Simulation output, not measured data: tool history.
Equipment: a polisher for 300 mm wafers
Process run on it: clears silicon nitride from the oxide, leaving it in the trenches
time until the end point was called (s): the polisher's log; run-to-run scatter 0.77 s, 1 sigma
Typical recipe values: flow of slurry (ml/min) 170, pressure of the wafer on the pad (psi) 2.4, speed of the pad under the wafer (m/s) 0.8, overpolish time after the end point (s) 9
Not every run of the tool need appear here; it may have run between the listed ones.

run    hour  flow of slurry (ml/min)  pressure of the wafer on the pad (psi)  speed of the pad under the wafer (m/s)  overpolish time after the end point (s)  wafers since the last listed run  wafers polished on this pad  hours since the slurry nozzle was cleaned  hours since the head pressure was calibrated  incoming thickness of the incoming film, nm  time until the end point was called (s)
  1       0                      135                                     2.4                                     0.8                                        9                                 0                         2106                                      641.2                                         404.6                                         55.4                                    105.2
       53.3  -- slurry nozzle cleaned
         74  -- worn pad replaced by a new one
  2   103.2                      170                                     2.4                                     0.8                                        9                               482                          143                                       49.9                                         507.8                                         55.2                                     93.3
      145.2  -- head pressure recalibrated
  3   145.7                      190                                     2.4                                     0.8                                        9                               199                          342                                       92.4                                           0.5                                         55.7                                     92.9
  4   235.6                      190                                     2.4                                     0.8                                        9                               442                          784                                      182.3                                          90.4                                         55.6                                     93.8
  5     280                      215                                     2.4                                     0.8                                        9                               218                         1003                                      226.7                                         134.8                                         54.7                                     92.8
  6   368.2                      215                                     2.4                                     0.8                                        9                               433                         1436                                      314.9                                           223                                         55.6                                     96.2
  7   450.3                      215                                     2.4                                     0.8                                        9                               403                         1840                                        397                                         305.1                                           55                                       96
  8   500.4                      170                                     2.4                                     0.8                                        9                               246                         2086                                      447.1                                         355.2                                           56                                    102.2
  9   544.1                      170                                     2.4                                     0.8                                        9                               214                         2301                                      490.8                                         398.9                                         55.1                                    100.2
 10     630                      170                                     2.4                                     0.8                                        9                               422                         2724                                      576.7                                         484.8                                         54.6                                    102.6
        662  -- slurry nozzle cleaned
 11   684.5                      170                                     2.1                                     0.8                                        9                               263                         2987                                       22.5                                         539.3                                         54.6                                    116.7
      711.2  -- head pressure recalibrated
      741.9  -- worn pad replaced by a new one
 12   759.6                      170                                     2.1                                     0.8                                        9                               339                           87                                       97.6                                          48.4                                         55.2                                    105.7
 13   837.2                      170                                     2.4                                    0.72                                        9                               381                          468                                      175.2                                           126                                         55.8                                    103.3
 14   912.5                      170                                     2.4                                    0.72                                        9                               370                          838                                      250.5                                         201.3                                         54.6                                    102.8
 15   949.2                      170                                     2.4                                     0.8                                        9                               180                         1019                                      287.2                                           238                                         54.2                                     95.5
 16   989.5                      170                                     2.4                                     0.8                                        9                               198                         1217                                      327.5                                         278.3                                         54.6                                     94.6
 17  1045.3                      170                                     2.4                                     0.8                                        9                               274                         1491                                      383.3                                         334.1                                         55.6                                     98.5
 18  1102.8                      215                                     1.9                                    0.98                                       11                               282                         1774                                      440.8                                         391.6                                         54.5                                     98.5
     1249.3  -- worn pad replaced by a new one
     1262.8  -- head pressure recalibrated
     1288.5  -- slurry nozzle cleaned
 19  1312.9                      170                                     2.4                                     0.8                                        9                               998                          298                                       24.4                                          50.1                                           55                                     94.3
 20  1388.8                      115                                     2.4                                    0.92                                        9                               373                          671                                      100.3                                           126                                         54.6                                     92.7
 21  1470.8                      185                                     2.9                                    0.98                                       12                               403                         1074                                      182.3                                           208                                         54.7                                     67.6
 22    1530                      230                                     2.4                                    1.02                                        9                               291                         1365                                      241.5                                         267.2                                         55.3                                     76.9
 23  1635.5                      170                                     2.4                                     0.8                                        9                               518                         1884                                        347                                         372.7                                           55                                     98.7
 24  1691.9                      215                                     2.4                                     0.8                                        9                               277                         2161                                      403.4                                         429.1                                         54.6                                     97.1
 25    1738                      170                                     2.4                                     0.8                                        9                               226                         2388                                      449.5                                         475.2                                         54.7                                    102.8
 26  1812.5                      195                                     2.4                                     0.8                                        9                               366                         2754                                        524                                         549.7                                           55                                    101.9
     1831.7  -- head pressure recalibrated
     1850.8  -- worn pad replaced by a new one
 27  1873.2                      170                                     1.9                                     0.8                                        9                               268                          110                                      584.7                                          41.5                                         54.4                                    111.6
 28  1930.3                      170                                     2.4                                     0.8                                        9                               280                          390                                      641.8                                          98.6                                         55.6                                     94.6
 29  2023.8                      170                                     1.7                                     0.8                                        9                               459                          850                                      735.3                                         192.1                                         55.5                                    131.3
     2068.8  -- slurry nozzle cleaned
 30  2071.2                      170                                     2.4                                     0.8                                        9                               228                         1078                                        2.4                                         239.5                                         55.3                                     97.2
 31  2166.9                      150                                     1.6                                    1.04                                        7                               470                         1549                                       98.1                                         335.2                                         53.9                                    111.5
 32  2274.7                      170                                     2.4                                     0.8                                        9                               530                         2079                                      205.9                                           443                                           54                                     96.7
     2347.7  -- worn pad replaced by a new one
 33  2374.6                      125                                       3                                     0.8                                        9                               471                          132                                      305.8                                         542.9                                         54.2                                     79.6
 34  2439.2                      225                                     3.2                                     0.8                                       11                               317                          449                                      370.4                                         607.5                                         55.2                                     69.9
     2526.6  -- head pressure recalibrated
 35  2542.1                      150                                     2.4                                     0.8                                        9                               496                          945                                      473.3                                          15.5                                         54.9                                     98.9
 36  2613.6                      130                                       2                                    0.72                                       14                               351                         1297                                      544.8                                            87                                         54.3                                    126.5
 37  2714.4                      170                                     2.8                                       1                                       12                               495                         1793                                      645.6                                         187.8                                         54.4                                     71.7

What would each run have given without the hidden state, its run-to-run variation left as it was?
What the log doesn't record here: removal rate lost through wear of the pad, %; slurry flow missing at the pad, %; deviation of the head's pressure from its setpoint, %.
run  time until the end point was called (s)
  1                                     95.9
  2                                     92.5
  3                                     91.4
  4                                     90.6
  5                                     88.9
  6                                     90.5
  7                                     88.8
  8                                     93.5
  9                                     90.9
 10                                     91.4
 11                                    102.7
 12                                    105.2
 13                                    101.2
 14                                     99.3
 15                                     91.5
 16                                       90
 17                                     92.6
 18                                     91.5
 19                                     92.5
 20                                     89.7
 21                                     64.4
 22                                     72.3
 23                                     90.8
 24                                     88.3
 25                                     92.6
 26                                     90.3
 27                                      111
 28                                     93.2
 29                                    126.9
 30                                     93.1
 31                                    104.8
 32                                     88.8
 33                                       79
 34                                     68.5
 35                                       95
 36                                    119.8
 37                                     66.5

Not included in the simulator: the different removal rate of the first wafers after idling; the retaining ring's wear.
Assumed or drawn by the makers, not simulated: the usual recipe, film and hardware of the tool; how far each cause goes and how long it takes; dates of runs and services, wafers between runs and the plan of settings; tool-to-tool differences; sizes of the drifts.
